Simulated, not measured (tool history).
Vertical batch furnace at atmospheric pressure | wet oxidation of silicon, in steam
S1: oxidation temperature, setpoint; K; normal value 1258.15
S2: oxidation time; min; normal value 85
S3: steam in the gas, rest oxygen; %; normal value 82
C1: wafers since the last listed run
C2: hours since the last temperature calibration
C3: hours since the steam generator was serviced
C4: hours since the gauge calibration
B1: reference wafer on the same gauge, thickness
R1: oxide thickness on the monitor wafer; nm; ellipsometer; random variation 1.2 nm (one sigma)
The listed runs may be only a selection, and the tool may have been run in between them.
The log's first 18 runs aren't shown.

| run | day | S1 | S2 | S3 | C1 | C2 | C3 | C4 | B1 | R1 |
|---|---|---|---|---|---|---|---|---|---|---|
| 19 | 44.554 | 1249.15 | 85 | 82 | 840 | 382.7 | 562.5 | 414.8 | 577.02 | 465.43 |
| 20 | 47.538 | 1248.15 | 59.5 | 77 | 969 | 454.3 | 634.1 | 486.4 | 577.43 | 356.2 |
| 21 | 49.667 | 1258.15 | 120.5 | 82 | 691 | 505.4 | 685.2 | 537.5 | 577.17 | 604.09 |
| 22 | 51.188 | 1250.15 | 123 | 70 | 494 | 541.9 | 721.7 | 574 | 577.17 | 534.46 |
| 23 | 54.117 | 1258.15 | 85 | 86 | 951 | 612.2 | 792 | 644.3 | 577.25 | 505.65 |
| 24 | 55.85 | 1239.15 | 70 | 87 | 563 | 653.8 | 833.6 | 685.9 | 576.77 | 404.31 |
|  | 58.579 | gauge calibrated |
| 25 | 58.758 | 1241.15 | 107.5 | 78 | 945 | 723.6 | 903.4 | 4.3 | 576.71 | 500.88 |
| 26 | 61.342 | 1250.15 | 99 | 73 | 839 | 785.6 | 965.4 | 66.3 | 576.82 | 481.04 |
| 27 | 62.85 | 1258.15 | 85 | 76 | 490 | 821.8 | 1001.6 | 102.5 | 577.05 | 470.74 |
| 28 | 64.162 | 1251.15 | 85 | 82 | 426 | 853.3 | 1033.1 | 134 | 577.44 | 472.78 |
| 29 | 66.475 | 1258.15 | 85 | 82 | 751 | 908.8 | 1088.6 | 189.5 | 577.28 | 494.54 |
| 30 | 67.525 | 1280.15 | 47 | 87 | 341 | 934 | 1113.8 | 214.7 | 577.13 | 402.71 |
| 31 | 69.821 | 1258.15 | 53 | 82 | 746 | 989.1 | 1168.9 | 269.8 | 577.17 | 367.42 |

Alternative continuations, all from the tool just after run 31; predict every row:
| A | 70.071 | 1258.15 | 85 | 82 | 81 | 995.1 | 1174.9 | 275.8 | ? | ? |
| B | 70.071 | 1258.15 | 74 | 92 | 81 | 995.1 | 1174.9 | 275.8 | ? | ? |
| C | 70.071 | 1233.15 | 48 | 77 | 81 | 995.1 | 1174.9 | 275.8 | ? | ? |
| D | 70.071 | 1251.15 | 98 | 87 | 81 | 995.1 | 1174.9 | 275.8 | ? | ? |

| run | B1 | R1 |
|---|---|---|
| A | 576.71 | 493.12 |
| B | 576.71 | 486.08 |
| C | 576.71 | 278.98 |
| D | 576.71 | 536.17 |
With the hidden condition removed and each run's random variation left untouched, the same runs would have given:
| run | R1 |
|---|---|
| A | 488.22 |
| B | 481.23 |
| C | 275.31 |
| D | 530.86 |
